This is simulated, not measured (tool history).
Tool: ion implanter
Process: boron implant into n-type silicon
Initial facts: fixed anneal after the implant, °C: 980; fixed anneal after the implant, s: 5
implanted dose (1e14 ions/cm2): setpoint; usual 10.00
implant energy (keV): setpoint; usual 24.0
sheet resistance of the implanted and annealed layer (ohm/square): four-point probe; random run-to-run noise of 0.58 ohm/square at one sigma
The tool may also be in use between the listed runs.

| run | hour | implanted dose (1e14 ions/cm2) | implant energy (keV) | read-back reference wafer on the same gauge, sheet resistance | sheet resistance of the implanted and annealed layer (ohm/square) |
|---|---|---|---|---|---|
| 1 | 0.0 | 10.00 | 30.0 | 127.91 | 127.92 |
| 2 | 56.6 | 10.00 | 30.0 | 128.15 | 128.37 |
| 3 | 108.3 | 10.00 | 30.0 | 128.11 | 127.92 |
| 4 | 170.5 | 10.00 | 19.0 | 128.06 | 132.59 |
| 5 | 233.3 | 10.00 | 19.0 | 128.03 | 132.87 |
| 6 | 277.6 | 10.00 | 19.0 | 127.96 | 133.05 |
| 7 | 315.3 | 10.00 | 24.0 | 127.98 | 130.54 |
|  | 352.5 | Faraday cup replaced and dose calibrated |
| 8 | 506.8 | 10.00 | 24.0 | 128.10 | 129.44 |
| 9 | 546.0 | 10.00 | 24.0 | 128.09 | 130.84 |
| 10 | 589.9 | 10.00 | 24.0 | 127.93 | 130.31 |
| 11 | 654.6 | 10.00 | 24.0 | 128.01 | 130.86 |
| 12 | 695.2 | 10.00 | 24.0 | 127.93 | 129.56 |
| 13 | 760.6 | 10.00 | 24.0 | 128.01 | 128.80 |
| 14 | 803.3 | 10.00 | 24.0 | 127.90 | 130.19 |
|  | 807.6 | gauge calibrated |
| 15 | 852.7 | 10.00 | 24.0 | 127.96 | 130.19 |
| 16 | 902.1 | 10.75 | 28.5 | 128.05 | 121.93 |
| 17 | 940.3 | 10.75 | 28.5 | 128.10 | 122.48 |
| 18 | 1004.8 | 10.75 | 28.5 | 127.91 | 121.72 |
| 19 | 1064.7 | 8.09 | 28.5 | 128.01 | 151.14 |
|  | 1076.9 | Faraday cup replaced and dose calibrated |
| 20 | 1130.3 | 10.00 | 24.0 | 128.04 | 130.20 |
| 21 | 1154.7 | 12.66 | 24.0 | 127.91 | 111.56 |
| 22 | 1209.0 | 10.75 | 28.5 | 127.92 | 120.94 |
| 23 | 1273.3 | 10.00 | 24.0 | 128.13 | 130.02 |
| 24 | 1323.0 | 8.58 | 21.5 | 127.88 | 146.94 |
|  | 1387.5 | extraction supply calibrated |
| 25 | 1392.7 | 7.27 | 22.0 | 127.94 | 166.62 |
| 26 | 1434.5 | 10.00 | 21.0 | 127.79 | 131.19 |
| 27 | 1496.9 | 11.04 | 21.0 | 127.93 | 123.58 |
| 28 | 1528.8 | 10.00 | 24.0 | 128.04 | 129.61 |
| 29 | 1593.7 | 12.95 | 17.5 | 128.01 | 115.45 |
| 30 | 1630.2 | 10.00 | 24.0 | 128.08 | 129.65 |
| 31 | 1656.6 | 7.33 | 18.5 | 127.91 | 167.41 |
| 32 | 1722.4 | 10.00 | 24.0 | 127.99 | 130.79 |
| 33 | 1776.9 | 12.00 | 24.0 | 128.01 | 114.56 |
|  | 1796.2 | Faraday cup replaced and dose calibrated |
| 34 | 1841.8 | 10.00 | 24.0 | 127.98 | 130.35 |
| 35 | 1908.2 | 10.00 | 29.0 | 127.87 | 128.43 |
| 36 | 1940.4 | 7.28 | 28.0 | 127.99 | 165.05 |
| 37 | 1965.2 | 8.58 | 20.5 | 128.07 | 146.95 |

Below are 4 alternative next runs, each starting from the tool's condition after run 37. Predict each:
| A | 1965.6 | 10.00 | 24.0 | ? | ? |
| B | 1965.6 | 12.15 | 16.5 | ? | ? |
| C | 1965.6 | 9.23 | 24.0 | ? | ? |
| D | 1965.6 | 7.96 | 29.5 | ? | ? |

| run | read-back reference wafer on the same gauge, sheet resistance | sheet resistance of the implanted and annealed layer (ohm/square) |
|---|---|---|
| A | 128.01 | 129.57 |
| B | 128.01 | 120.74 |
| C | 128.01 | 137.49 |
| D | 128.01 | 152.87 |
Without the tool's unlogged condition, the same runs would have read:
| run | sheet resistance of the implanted and annealed layer (ohm/square) |
|---|---|
| A | 129.57 |
| B | 120.74 |
| C | 137.49 |
| D | 152.87 |
